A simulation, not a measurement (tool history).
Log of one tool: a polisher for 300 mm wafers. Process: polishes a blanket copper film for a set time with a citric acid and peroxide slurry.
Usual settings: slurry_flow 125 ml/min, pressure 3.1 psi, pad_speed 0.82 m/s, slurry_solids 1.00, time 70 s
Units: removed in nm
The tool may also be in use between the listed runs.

run,hour,slurry_flow,pressure,pad_speed,slurry_solids,time,wafers since the last listed run,wafers polished on this pad,hours since the slurry nozzle was cleaned,hours since the head pressure was calibrated,hours since the slurry blender was calibrated,"incoming thickness of the incoming film, nm",removed
1,0.0,105,3.1,0.82,1.00,70,0,2721,238.9,7.3,122.9,925.6,101.8
# hour 90.5: worn pad replaced by a new one
2,91.0,135,3.1,0.82,1.00,70,482,2,329.9,98.3,213.9,931.0,105.8
3,175.8,135,3.1,0.82,1.00,70,470,472,414.7,183.1,298.7,910.5,104.5
# hour 215.5: slurry nozzle cleaned
4,280.1,135,3.1,0.82,1.00,70,572,1045,64.6,287.4,403.0,936.1,104.2
5,317.8,125,3.1,0.82,1.00,70,208,1254,102.3,325.1,440.7,936.6,100.5
# hour 340.7: slurry blender recalibrated
6,385.7,125,3.1,0.82,1.00,70,365,1619,170.2,393.0,45.0,939.6,103.2
7,422.8,125,3.1,0.82,1.00,70,205,1825,207.3,430.1,82.1,911.6,103.9
8,510.2,125,3.1,0.82,1.00,70,484,2309,294.7,517.5,169.5,929.5,104.1
9,557.4,125,3.1,0.82,1.00,70,261,2571,341.9,564.7,216.7,930.3,103.8
# hour 580.2: head pressure recalibrated
# hour 592.5: worn pad replaced by a new one
10,608.5,125,3.1,0.82,1.00,70,249,88,393.0,28.3,267.8,925.2,103.0
# hour 652.6: slurry nozzle cleaned
11,681.7,125,3.1,0.82,1.00,70,400,488,29.1,101.5,341.0,914.3,103.5
12,746.7,125,3.1,0.82,1.00,70,360,849,94.1,166.5,406.0,924.0,101.5
13,785.3,85,3.1,0.82,1.00,70,213,1062,132.7,205.1,444.6,934.9,94.2
# hour 876.6: slurry blender recalibrated
14,877.7,125,2.0,0.82,1.00,52,501,1564,225.1,297.5,1.1,935.7,50.4
15,975.8,125,3.8,0.82,1.00,70,543,2107,323.2,395.6,99.2,911.6,126.4
16,1018.2,125,3.1,0.82,1.10,70,235,2342,365.6,438.0,141.6,920.0,108.9
# hour 1071.6: worn pad replaced by a new one
17,1100.9,125,3.1,0.82,1.00,70,436,162,448.3,520.7,224.3,916.6,103.0
# hour 1140.6: head pressure recalibrated
18,1144.4,125,3.1,0.82,1.00,70,230,392,491.8,3.8,267.8,916.0,103.5
# hour 1208.5: slurry nozzle cleaned
19,1213.6,125,3.1,0.82,1.00,70,378,770,5.1,73.0,337.0,912.6,101.5
20,1315.9,160,2.1,0.64,0.75,70,567,1337,107.4,175.3,439.3,903.3,52.0
21,1395.1,160,3.1,0.82,1.00,70,438,1776,186.6,254.5,518.5,921.0,103.1
# hour 1428.2: slurry blender recalibrated
22,1474.3,95,2.1,0.82,0.75,53,427,2204,265.8,333.7,46.1,935.4,46.7
# hour 1539.5: worn pad replaced by a new one
23,1549.5,125,3.1,0.90,1.00,70,394,55,341.0,408.9,121.3,916.7,113.1
24,1644.4,125,3.1,0.82,1.00,70,526,581,435.9,503.8,216.2,909.9,102.6
# hour 1680.6: slurry nozzle cleaned
25,1698.7,125,3.1,0.82,1.00,70,295,876,18.1,558.1,270.5,924.1,102.7
# hour 1717.9: head pressure recalibrated
26,1746.7,125,4.0,0.92,0.90,91,254,1131,66.1,28.8,318.5,921.0,182.0
27,1850.5,125,3.7,0.82,1.00,70,575,1707,169.9,132.6,422.3,930.9,120.5
28,1950.8,125,3.1,0.82,1.00,70,555,2263,270.2,232.9,522.6,927.6,98.6
# hour 1977.1: slurry blender recalibrated
# hour 1979.4: worn pad replaced by a new one
29,2018.6,125,2.8,0.96,1.25,70,351,217,338.0,300.7,41.5,927.8,116.8
30,2057.4,105,3.1,0.72,1.30,70,215,432,376.8,339.5,80.3,910.2,99.2

Hidden state or all else? Some run-to-run changes of removed, split into what the settings, what came in and random variation would give without the hidden state, and what is left for the hidden state (with any gauge scatter that isn't in both results):
The hidden state here: removal rate lost through wear of the pad, %; slurry flow missing at the pad, %; deviation of the head's pressure from its setpoint, %; abrasive missing from the slurry, %.
Run 14 -> 15: pressure 2.0 -> 3.8, time 52 -> 70. removed +76.0 nm: hidden state -0.5, all else +76.5.
Run 20 -> 21: pressure 2.1 -> 3.1, pad_speed 0.64 -> 0.82, slurry_solids 0.75 -> 1.00. removed +51.1 nm: hidden state -3.7, all else +54.8.
Run 21 -> 22: slurry_flow 160 -> 95, pressure 3.1 -> 2.1, slurry_solids 1.00 -> 0.75, time 70 -> 53, slurry blender recalibrated. removed -56.4 nm: hidden state +5.3, all else -61.7.
Run 22 -> 23: slurry_flow 95 -> 125, pressure 2.1 -> 3.1, pad_speed 0.82 -> 0.90, slurry_solids 0.75 -> 1.00, time 53 -> 70, worn pad replaced by a new one. removed +66.4 nm: hidden state -0.7, all else +67.1.
Run 25 -> 26: pressure 3.1 -> 4.0, pad_speed 0.82 -> 0.92, slurry_solids 1.00 -> 0.90, time 70 -> 91, head pressure recalibrated. removed +79.3 nm: hidden state -2.5, all else +81.8.
Run 28 -> 29: pressure 3.1 -> 2.8, pad_speed 0.82 -> 0.96, slurry_solids 1.00 -> 1.25, slurry blender recalibrated, worn pad replaced by a new one. removed +18.2 nm: hidden state +5.7, all else +12.5.

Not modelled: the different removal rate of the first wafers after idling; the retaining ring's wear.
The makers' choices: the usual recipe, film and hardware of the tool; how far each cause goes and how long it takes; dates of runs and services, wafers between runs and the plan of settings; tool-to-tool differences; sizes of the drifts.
